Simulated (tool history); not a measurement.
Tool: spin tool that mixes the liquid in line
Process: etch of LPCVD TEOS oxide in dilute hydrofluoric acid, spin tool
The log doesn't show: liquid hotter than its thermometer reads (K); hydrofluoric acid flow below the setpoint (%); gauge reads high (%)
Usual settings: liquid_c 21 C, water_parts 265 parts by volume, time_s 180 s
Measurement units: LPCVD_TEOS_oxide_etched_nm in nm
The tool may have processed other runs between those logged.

run    hour  liquid_c  water_parts  time_s  wafers since the last listed run  hours since the thermometer was replaced  hours since the hydrofluoric acid flow meter was replaced  hours since the gauge calibration  read-back film thickness of the LPCVD TEOS oxide reference wafer, read on the same gauge (nm)  LPCVD_TEOS_oxide_etched_nm
  1       0        21          265     180                                 0                                     349.3                                                     1036.2                              222.2                                                                                          40.01                       10.56
  2    74.7        21          265     180                               401                                       424                                                     1110.9                              296.9                                                                                             40                       10.57
  3   152.3        21          265     180                               416                                     501.6                                                     1188.5                              374.5                                                                                             40                       10.63
  4   242.9        20          265     240                               486                                     592.2                                                     1279.1                              465.1                                                                                          39.99                       13.62
  5   342.8        20          265     240                               536                                     692.1                                                       1379                                565                                                                                          39.98                       13.71
  6   421.6        20          265     240                               423                                     770.9                                                     1457.8                              643.8                                                                                          40.01                       13.65
      501.9  -- thermometer replaced
  7   502.8        21          265     180                               430                                       0.9                                                       1539                                725                                                                                             40                       10.29
  8   556.8        21          265     180                               290                                      54.9                                                       1593                                779                                                                                          40.03                       10.29
  9   616.7        21          265     100                               321                                     114.8                                                     1652.9                              838.9                                                                                          39.98                         5.7
 10   673.1        21          265     180                               302                                     171.2                                                     1709.3                              895.3                                                                                          40.03                       10.32
 11   752.5        21          265     180                               426                                     250.6                                                     1788.7                              974.7                                                                                          39.97                       10.38
 12   807.4        21          265     180                               294                                     305.5                                                     1843.6                             1029.6                                                                                          39.97                       10.43
 13   849.3        21          360     140                               225                                     347.4                                                     1885.5                             1071.5                                                                                          39.99                        5.44
 14     923        21          185     180                               395                                     421.1                                                     1959.2                             1145.2                                                                                          40.01                       16.22
 15  1010.1        21          265     180                               467                                     508.2                                                     2046.3                             1232.3                                                                                          39.99                       10.54
       1146  -- hydrofluoric acid flow meter replaced
 16  1154.1        21          265     180                               768                                     652.2                                                        8.1                             1376.3                                                                                          39.99                       11.06
 17  1203.6        18          320     180                               265                                     701.7                                                       57.6                             1425.8                                                                                          39.99                        7.83
 18  1297.9        17          265     130                               506                                       796                                                      151.9                             1520.1                                                                                          39.98                        6.94
     1308.1  -- gauge calibrated
     1330.9  -- thermometer replaced
 19  1351.6        19          265     180                               283                                      20.7                                                      205.6                               43.5                                                                                          39.98                        9.75
 20  1388.1        21          265     180                               196                                      57.2                                                      242.1                                 80                                                                                          39.99                       10.52
 21  1454.7        21          350     180                               357                                     123.8                                                      308.7                              146.6                                                                                          40.05                        7.43
 22  1526.2        21          135     180                               384                                     195.3                                                      380.2                              218.1                                                                                          40.04                       23.72
 23  1607.3        21          265      75                               435                                     276.4                                                      461.3                              299.2                                                                                          40.04                        4.43
 24  1709.7        21          345     180                               550                                     378.8                                                      563.7                              401.6                                                                                          39.96                        7.61

What if the next run were any one of these 4? Each begins from the tool's condition after run 24:
  A  1710.2        21          315     180                                 2                                     379.3                                                      564.2                              402.1                                                                                              ?                           ?
  B  1710.2      22.5          265     180                                 2                                     379.3                                                      564.2                              402.1                                                                                              ?                           ?
  C  1710.2        25          365     240                                 2                                     379.3                                                      564.2                              402.1                                                                                              ?                           ?
  D  1710.2        25          150     180                                 2                                     379.3                                                      564.2                              402.1                                                                                              ?                           ?

run  read-back film thickness of the LPCVD TEOS oxide reference wafer, read on the same gauge (nm)  LPCVD_TEOS_oxide_etched_nm
  A                                                                                             40                        8.52
  B                                                                                             40                       11.21
  C                                                                                             40                       10.72
  D                                                                                             40                        24.6
Without the tool's hidden state the same runs would have given:
run  LPCVD_TEOS_oxide_etched_nm
  A                        8.43
  B                       11.09
  C                       10.63
  D                       24.27
